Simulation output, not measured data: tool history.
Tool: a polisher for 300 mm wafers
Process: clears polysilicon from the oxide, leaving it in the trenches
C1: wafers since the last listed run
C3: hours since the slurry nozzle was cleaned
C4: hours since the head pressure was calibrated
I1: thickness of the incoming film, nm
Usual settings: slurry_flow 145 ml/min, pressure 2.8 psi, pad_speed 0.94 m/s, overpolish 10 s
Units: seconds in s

Run 1, hour 0: usual settings; C1 0; wafers polished on this pad 1920; C3 20.7; C4 1172.3; I1 661.9. Result: seconds 59.6 s.
At hour 6.1: worn pad replaced by a new one.
Run 2, hour 53: usual settings; C1 393; wafers polished on this pad 376; C3 73.7; C4 1225.3; I1 676. Result: seconds 57.1 s.
Run 3, hour 124.2: usual settings; C1 571; wafers polished on this pad 948; C3 144.9; C4 1296.5; I1 669.2. Result: seconds 59.4 s.
Run 4, hour 229.4: usual settings but slurry_flow 105 ml/min; C1 844; wafers polished on this pad 1793; C3 250.1; C4 1401.7; I1 663.3. Result: seconds 61.7 s.
At hour 284.9: worn pad replaced by a new one.
Run 5, hour 307: usual settings but overpolish 13 s; C1 591; wafers polished on this pad 177; C3 327.7; C4 1479.3; I1 677.5. Result: seconds 57.9 s.
Run 6, hour 407.9: usual settings but overpolish 13 s; C1 810; wafers polished on this pad 987; C3 428.6; C4 1580.2; I1 682.5. Result: seconds 61.5 s.
At hour 412.6: head pressure recalibrated.
Run 7, hour 486.8: usual settings but overpolish 13 s; C1 617; wafers polished on this pad 1605; C3 507.5; C4 74.2; I1 656.9. Result: seconds 59.6 s.
At hour 548.1: worn pad replaced by a new one.
Run 8, hour 548.6: usual settings but pad_speed 1.06 m/s; C1 464; wafers polished on this pad 3; C3 569.3; C4 136; I1 665. Result: seconds 52 s.
Run 9, hour 636.8: usual settings but pad_speed 1.04 m/s; C1 708; wafers polished on this pad 712; C3 657.5; C4 224.2; I1 670.5. Result: seconds 53.4 s.
Run 10, hour 691.9: usual settings but pressure 3.4 psi, pad_speed 1.26 m/s; C1 442; wafers polished on this pad 1154; C3 712.6; C4 279.3; I1 678.3. Result: seconds 38.7 s.
At hour 755.7: slurry nozzle cleaned.
Run 11, hour 764.3: usual settings but overpolish 7 s; C1 573; wafers polished on this pad 1728; C3 8.6; C4 351.7; I1 662.1. Result: seconds 59.2 s.
At hour 774.7: worn pad replaced by a new one.
Run 12, hour 812.7: usual settings but overpolish 13 s; C1 356; wafers polished on this pad 305; C3 57; C4 400.1; I1 660. Result: seconds 56.5 s.
Run 13, hour 883.2: usual settings but slurry_flow 115 ml/min, pressure 2.5 psi, pad_speed 0.72 m/s; C1 566; wafers polished on this pad 871; C3 127.5; C4 470.6; I1 672.2. Result: seconds 81.6 s.
Run 14, hour 979.1: usual settings but slurry_flow 190 ml/min, pressure 2.5 psi, overpolish 7 s; C1 770; wafers polished on this pad 1641; C3 223.4; C4 566.5; I1 666.7. Result: seconds 64.6 s.
At hour 1013.4: worn pad replaced by a new one.
Run 15, hour 1052.2: usual settings but slurry_flow 105 ml/min; C1 554; wafers polished on this pad 311; C3 296.5; C4 639.6; I1 675.1. Result: seconds 60.8 s.
Run 16, hour 1109.7: usual settings but pad_speed 1.12 m/s; C1 461; wafers polished on this pad 773; C3 354; C4 697.1; I1 673.2. Result: seconds 50.9 s.
Run 17, hour 1154: usual settings; C1 355; wafers polished on this pad 1129; C3 398.3; C4 741.4; I1 670.5. Result: seconds 59.6 s.
Run 18, hour 1220.3: usual settings but overpolish 6 s; C1 532; wafers polished on this pad 1661; C3 464.6; C4 807.7; I1 672.1. Result: seconds 60.2 s.

Forecast each of these 4 alternatives for the next run:
Run A, hour 1220.7: usual settings; C1 3; wafers polished on this pad 1665; C3 465; C4 808.1; I1 670.2. Result: seconds ?.
Run B, hour 1220.7: usual settings but slurry_flow 130 ml/min, pressure 1.9 psi; C1 3; wafers polished on this pad 1665; C3 465; C4 808.1; I1 670.2. Result: seconds ?.
Run C, hour 1220.7: usual settings but slurry_flow 120 ml/min, pressure 3.1 psi; C1 3; wafers polished on this pad 1665; C3 465; C4 808.1; I1 670.2. Result: seconds ?.
Run D, hour 1220.7: usual settings but slurry_flow 170 ml/min, pressure 2.1 psi, pad_speed 1.14 m/s, overpolish 14 s; C1 3; wafers polished on this pad 1665; C3 465; C4 808.1; I1 670.2. Result: seconds ?.

run  seconds
  A     59.9
  B     88.8
  C     55.5
  D     67.1
Without the tool's hidden state the same runs would have given:
run  seconds
  A     56.4
  B     83.6
  C     52.3
  D     63.2
